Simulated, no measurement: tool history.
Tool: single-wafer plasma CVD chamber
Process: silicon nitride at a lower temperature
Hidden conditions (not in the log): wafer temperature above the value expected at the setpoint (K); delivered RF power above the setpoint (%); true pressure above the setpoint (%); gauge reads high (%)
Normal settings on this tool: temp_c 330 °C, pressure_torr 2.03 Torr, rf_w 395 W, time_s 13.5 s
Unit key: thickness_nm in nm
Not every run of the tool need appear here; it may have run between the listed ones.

run     day  temp_c  pressure_torr  rf_w  time_s  wafers since the last listed run  hours since the last thermocouple change  hours since the last RF generator calibration  hours since the last manometer calibration  hours since the showerhead was replaced  hours since the gauge calibration  read-back reference wafer on the same gauge, thickness_nm  thickness_nm
  1       0     330           2.03   395    13.5                                 0                                      2113                                         1570.4                                       646.6                                   6608.1                              155.8                                                     19.886        20.365
  2   2.283     330           2.03   395    13.5                              1493                                    2167.8                                         1625.2                                       701.4                                   6662.9                              210.6                                                     19.878        20.448
  3   4.688     330           2.03   395    13.5                              1572                                    2225.5                                         1682.9                                       759.1                                   6720.6                              268.3                                                     19.895        20.364
  4   8.342     330           2.03   395    13.5                              2389                                    2313.2                                         1770.6                                       846.8                                   6808.3                                356                                                     19.901        20.503
  5  10.008     330           2.03   395    13.5                              1089                                    2353.2                                         1810.6                                       886.8                                   6848.3                                396                                                     19.884        20.175
  6  13.646     330           2.03   395    13.5                              2378                                    2440.5                                         1897.9                                       974.1                                   6935.6                              483.3                                                     19.901        20.209
  7  17.671     330           2.03   395    13.5                              2632                                    2537.1                                         1994.5                                      1070.7                                   7032.2                              579.9                                                     19.898        20.182
  8  19.429     330           2.03   365    13.5                              1149                                    2579.3                                         2036.7                                      1112.9                                   7074.4                              622.1                                                     19.912        18.549
  9  23.421     330           2.03   365    13.5                              2610                                    2675.1                                         2132.5                                      1208.7                                   7170.2                              717.9                                                     19.896        18.507
 10  27.671     330           2.03   395    13.5                              2779                                    2777.1                                         2234.5                                      1310.7                                   7272.2                              819.9                                                     19.889        20.175
     30.058  -- RF generator calibrated
     31.575  -- capacitance manometer re-zeroed and calibrated
 11  31.788     330           2.03   395    13.5                              2256                                    2875.9                                           41.5                                         5.1                                     7371                              918.7                                                     19.885        21.431
     32.733  -- showerhead replaced
 12  34.583     330           2.03   395    13.5                              1610                                      2943                                          108.6                                        72.2                                     44.4                              985.8                                                      19.91        21.448
     35.946  -- thermocouple changed; heater temperature recalibrated
 13    36.1     330           2.03   395    13.5                               773                                       3.7                                            145                                       108.6                                     80.8                             1022.2                                                     19.906        21.349
 14  39.196     318           2.03   325    13.5                              2024                                        78                                          219.3                                       182.9                                    155.1                             1096.5                                                     19.899        17.273
 15  40.704     330           2.03   395    13.5                               986                                     114.2                                          255.5                                       219.1                                    191.3                             1132.7                                                      19.92        21.366
 16  44.704     330           2.03   395    13.5                              2615                                     210.2                                          351.5                                       315.1                                    287.3                             1228.7                                                     19.903        21.115
 17  47.746     330            2.5   395    13.5                              1989                                     283.2                                          424.5                                       388.1                                    360.3                             1301.7                                                     19.885        22.123
 18  49.462     330           2.03   395    13.5                              1122                                     324.4                                          465.7                                       429.3                                    401.5                             1342.9                                                     19.894        21.105
     51.879  -- gauge calibrated
 19  52.367     326           1.78   395    11.9                              1899                                     394.1                                          535.4                                         499                                    471.2                               11.7                                                     19.912        18.231
 20  54.183     319            2.4   395    13.5                              1188                                     437.7                                            579                                       542.6                                    514.8                               55.3                                                     19.906        21.888
 21  56.471     330           2.03   395    13.5                              1495                                     492.6                                          633.9                                       597.5                                    569.7                              110.2                                                     19.893        21.251
 22  58.692     330           2.03   395    13.5                              1452                                     545.9                                          687.2                                       650.8                                      623                              163.5                                                     19.909        21.085
 23  61.388     319           2.03   395    15.3                              1762                                     610.6                                          751.9                                       715.5                                    687.7                              228.2                                                     19.879        23.966
 24  63.979     336           1.83   350    15.8                              1694                                     672.8                                          814.1                                       777.7                                    749.9                              290.4                                                     19.893        21.114
 25  66.258     330           2.29   460    13.5                              1490                                     727.5                                          868.8                                       832.4                                    804.6                              345.1                                                     19.925        24.701
 26  69.283     330           2.22   395    13.5                              1978                                     800.1                                          941.4                                         905                                    877.2                              417.7                                                     19.891        21.135

Each row is a separate what-if for the run after 26, all from the same tool condition, not one after another. Results?
  A  69.3     330           2.03   395    13.5                                10                                     800.5                                          941.8                                       905.4                                    877.6                              418.1                                                          ?             ?
  B  69.3     330           2.43   395    13.5                                10                                     800.5                                          941.8                                       905.4                                    877.6                              418.1                                                          ?             ?
  C  69.3     320           2.03   395    13.5                                10                                     800.5                                          941.8                                       905.4                                    877.6                              418.1                                                          ?             ?
  D  69.3     335           1.87   375    15.3                                10                                     800.5                                          941.8                                       905.4                                    877.6                              418.1                                                          ?             ?
  E  69.3     330           2.03   320    16.1                                10                                     800.5                                          941.8                                       905.4                                    877.6                              418.1                                                          ?             ?

run  read-back reference wafer on the same gauge, thickness_nm  thickness_nm
  A                                                     19.875          20.9
  B                                                     19.875        21.609
  C                                                     19.875        20.965
  D                                                     19.875        22.076
  E                                                     19.875         19.63
With the hidden condition removed and each run's random variation left untouched, the same runs would have given:
run  thickness_nm
  A        21.445
  B        22.171
  C         21.51
  D        22.663
  E        20.203
